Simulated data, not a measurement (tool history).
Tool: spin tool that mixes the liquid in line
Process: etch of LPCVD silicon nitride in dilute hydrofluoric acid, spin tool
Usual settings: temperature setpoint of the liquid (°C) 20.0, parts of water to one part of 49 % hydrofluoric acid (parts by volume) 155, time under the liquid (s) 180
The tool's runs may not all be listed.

run   hour  temperature setpoint of the liquid (°C)  parts of water to one part of 49 % hydrofluoric acid (parts by volume)  time under the liquid (s)  read-back film thickness of the LPCVD silicon nitride reference wafer, read on the same gauge (nm)  thickness taken off the LPCVD silicon nitride on a monitor wafer (angstrom)
  1    0.0                                     17.0                                                                     155                        180                                                                                              80.035                                                                         3.71
  2   16.9                                     17.0                                                                     155                        180                                                                                              79.984                                                                         3.70
  3   31.0                                     20.0                                                                     155                        180                                                                                              80.025                                                                         4.38
  4   45.2                                     20.0                                                                     155                        180                                                                                              80.044                                                                         4.27
  5   61.5                                     20.0                                                                     155                        180                                                                                              80.032                                                                         4.40
  6   71.7                                     20.0                                                                     155                        180                                                                                              80.024                                                                         4.49
  7   89.4                                     20.0                                                                     155                        230                                                                                              80.049                                                                         5.38
     102.4  -- gauge calibrated
  8  138.5                                     20.0                                                                     155                        230                                                                                              79.971                                                                         5.40
  9  154.6                                     20.0                                                                     155                        230                                                                                              80.051                                                                         5.44
     158.4  -- thermometer replaced
 10  169.1                                     20.0                                                                     105                        180                                                                                              79.986                                                                         6.69
 11  180.6                                     20.0                                                                     105                        180                                                                                              80.005                                                                         5.91
 12  200.1                                     23.5                                                                     155                        180                                                                                              79.948                                                                         5.63
 13  207.0                                     20.0                                                                     155                        180                                                                                              79.955                                                                         4.17
 14  223.2                                     20.0                                                                     155                        180                                                                                              80.006                                                                         4.07
     258.6  -- hydrofluoric acid flow meter replaced
 15  259.9                                     20.0                                                                     155                        180                                                                                              79.948                                                                         4.44
 16  276.4                                     17.5                                                                     155                        180                                                                                              79.976                                                                         3.47
 17  286.8                                     20.0                                                                     155                        180                                                                                              80.008                                                                         4.23
 18  293.6                                     21.5                                                                     155                        235                                                                                              79.970                                                                         6.05
 19  309.7                                     24.5                                                                     130                        215                                                                                              80.008                                                                         8.26
 20  319.5                                     20.0                                                                     195                        275                                                                                              80.007                                                                         5.36
 21  336.1                                     20.0                                                                      75                        130                                                                                              80.039                                                                         6.20
 22  355.2                                     18.0                                                                     180                        180                                                                                              79.995                                                                         3.17
 23  372.2                                     17.0                                                                     200                        135                                                                                              80.002                                                                         2.12
     401.1  -- gauge calibrated
 24  408.7                                     17.5                                                                     155                        215                                                                                              80.008                                                                         4.49
 25  418.3                                     18.5                                                                     200                        180                                                                                              80.074                                                                         3.08
 26  433.1                                     18.5                                                                      85                        140                                                                                              79.948                                                                         5.43
 27  442.1                                     20.0                                                                     215                        285                                                                                              80.031                                                                         5.02
 28  456.7                                     18.0                                                                     130                        180                                                                                              80.040                                                                         4.05
 29  468.9                                     18.5                                                                      90                        120                                                                                              80.005                                                                         4.21
 30  475.5                                     20.0                                                                     155                        180                                                                                              79.994                                                                         4.03
 31  488.9                                     20.0                                                                     105                        180                                                                                              79.965                                                                         6.49
 32  504.8                                     23.5                                                                     100                         80                                                                                              80.023                                                                         3.81
 33  513.6                                     20.0                                                                     155                        180                                                                                              79.982                                                                         4.40

4 ways to go on from here, each from the tool as it stands after run 33. What would each give?
  A  514.1                                     20.0                                                                     155                        180                                                                                                   ?                                                                            ?
  B  514.1                                     24.0                                                                     205                        120                                                                                                   ?                                                                            ?
  C  514.1                                     23.0                                                                      75                        180                                                                                                   ?                                                                            ?
  D  514.1                                     17.0                                                                     200                        180                                                                                                   ?                                                                            ?

run  read-back film thickness of the LPCVD silicon nitride reference wafer, read on the same gauge (nm)  thickness taken off the LPCVD silicon nitride on a monitor wafer (angstrom)
  A                                                                                              80.035                                                                         4.25
  B                                                                                              80.035                                                                         2.80
  C                                                                                              80.035                                                                        10.59
  D                                                                                              80.035                                                                         2.72
Without the tool's hidden state the same runs would have given:
run  thickness taken off the LPCVD silicon nitride on a monitor wafer (angstrom)
  A                                                                         4.25
  B                                                                         2.80
  C                                                                        10.59
  D                                                                         2.72
